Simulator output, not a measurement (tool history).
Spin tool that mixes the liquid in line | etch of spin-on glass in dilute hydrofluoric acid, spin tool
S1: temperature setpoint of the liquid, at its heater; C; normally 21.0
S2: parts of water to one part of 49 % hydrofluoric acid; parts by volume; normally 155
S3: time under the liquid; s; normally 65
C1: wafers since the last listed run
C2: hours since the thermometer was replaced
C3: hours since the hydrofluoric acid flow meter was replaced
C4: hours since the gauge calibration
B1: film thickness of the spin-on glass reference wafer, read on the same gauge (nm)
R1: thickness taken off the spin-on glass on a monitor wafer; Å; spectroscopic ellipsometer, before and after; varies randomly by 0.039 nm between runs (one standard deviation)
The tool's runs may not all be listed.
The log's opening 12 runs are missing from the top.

Run 13, hour 527.6: usual settings; C1 339; C2 934.3; C3 2061.7; C4 368.3; B1 50.94. Result: R1 92.7 Å.
Run 14, hour 558.2: usual settings; C1 371; C2 964.9; C3 2092.3; C4 398.9; B1 51.02. Result: R1 92.8 Å.
Run 15, hour 607.6: usual settings; C1 600; C2 1014.3; C3 2141.7; C4 448.3; B1 51.09. Result: R1 93.8 Å.
Run 16, hour 645.9: usual settings but S1 24.5 C; C1 465; C2 1052.6; C3 2180.0; C4 486.6; B1 51.17. Result: R1 106.9 Å.
Run 17, hour 687.5: usual settings but S1 23.0 C, S2 95 parts by volume, S3 35 s; C1 505; C2 1094.2; C3 2221.6; C4 528.2; B1 51.30. Result: R1 95.4 Å.
Run 18, hour 723.2: usual settings but S1 23.0 C, S2 205 parts by volume; C1 433; C2 1129.9; C3 2257.3; C4 563.9; B1 51.33. Result: R1 72.7 Å.
Run 19, hour 747.5: usual settings; C1 295; C2 1154.2; C3 2281.6; C4 588.2; B1 51.39. Result: R1 93.6 Å.
At hour 752.0: thermometer replaced.
Run 20, hour 815.3: usual settings but S2 190 parts by volume, S3 35 s; C1 811; C2 63.3; C3 2349.4; C4 656.0; B1 51.52. Result: R1 39.8 Å.
Run 21, hour 876.2: usual settings but S1 17.0 C, S2 120 parts by volume; C1 740; C2 124.2; C3 2410.3; C4 716.9; B1 51.65. Result: R1 106.8 Å.
Run 22, hour 921.6: usual settings but S1 23.0 C, S2 115 parts by volume; C1 551; C2 169.6; C3 2455.7; C4 762.3; B1 51.75. Result: R1 143.2 Å.
Run 23, hour 1052.0: usual settings but S2 225 parts by volume, S3 40 s; C1 1584; C2 300.0; C3 2586.1; C4 892.7; B1 52.00. Result: R1 37.6 Å.
At hour 1081.5: gauge calibrated.
Run 24, hour 1121.6: usual settings; C1 845; C2 369.6; C3 2655.7; C4 40.1; B1 50.18. Result: R1 91.4 Å.
Run 25, hour 1163.8: usual settings but S1 25.5 C; C1 512; C2 411.8; C3 2697.9; C4 82.3; B1 50.26. Result: R1 108.6 Å.
At hour 1176.0: hydrofluoric acid flow meter replaced.
Run 26, hour 1207.2: usual settings; C1 515; C2 455.2; C3 31.2; C4 125.7; B1 50.37. Result: R1 91.8 Å.
Run 27, hour 1235.6: usual settings but S1 25.5 C, S3 75 s; C1 345; C2 483.6; C3 59.6; C4 154.1; B1 50.39. Result: R1 126.1 Å.
Run 28, hour 1347.5: usual settings but S1 25.5 C, S2 220 parts by volume, S3 30 s; C1 1359; C2 595.5; C3 171.5; C4 266.0; B1 50.61. Result: R1 33.0 Å.
Run 29, hour 1408.3: usual settings but S3 30 s; C1 738; C2 656.3; C3 232.3; C4 326.8; B1 50.72. Result: R1 42.5 Å.
Run 30, hour 1436.2: usual settings but S2 130 parts by volume; C1 339; C2 684.2; C3 260.2; C4 354.7; B1 50.79. Result: R1 112.7 Å.
Run 31, hour 1498.4: usual settings; C1 755; C2 746.4; C3 322.4; C4 416.9; B1 50.96. Result: R1 91.9 Å.
Run 32, hour 1553.7: usual settings but S2 190 parts by volume, S3 25 s; C1 672; C2 801.7; C3 377.7; C4 472.2; B1 51.02. Result: R1 28.1 Å.
Run 33, hour 1624.4: usual settings but S1 17.0 C, S3 95 s; C1 859; C2 872.4; C3 448.4; C4 542.9; B1 51.19. Result: R1 115.6 Å.
At hour 1661.5: thermometer replaced.
Run 34, hour 1683.3: usual settings; C1 703; C2 21.8; C3 507.3; C4 601.8; B1 51.31. Result: R1 92.5 Å.

Below are 4 alternative next runs, each starting from the tool's condition after run 34. Predict each:
Run A, hour 1683.7: usual settings but S3 85 s; C1 4; C2 22.2; C3 507.7; C4 602.2; B1 ?. Result: R1 ?.
Run B, hour 1683.7: usual settings but S1 17.5 C, S3 45 s; C1 4; C2 22.2; C3 507.7; C4 602.2; B1 ?. Result: R1 ?.
Run C, hour 1683.7: usual settings but S1 17.0 C, S2 110 parts by volume, S3 85 s; C1 4; C2 22.2; C3 507.7; C4 602.2; B1 ?. Result: R1 ?.
Run D, hour 1683.7: usual settings but S3 40 s; C1 4; C2 22.2; C3 507.7; C4 602.2; B1 ?. Result: R1 ?.

run     B1     R1
  A  51.28  122.7
  B  51.28   56.5
  C  51.28  154.1
  D  51.28   57.8
With the hidden condition removed and each run's random variation left untouched, the same runs would have given:
run     R1
  A  119.6
  B   55.1
  C  150.2
  D   56.3
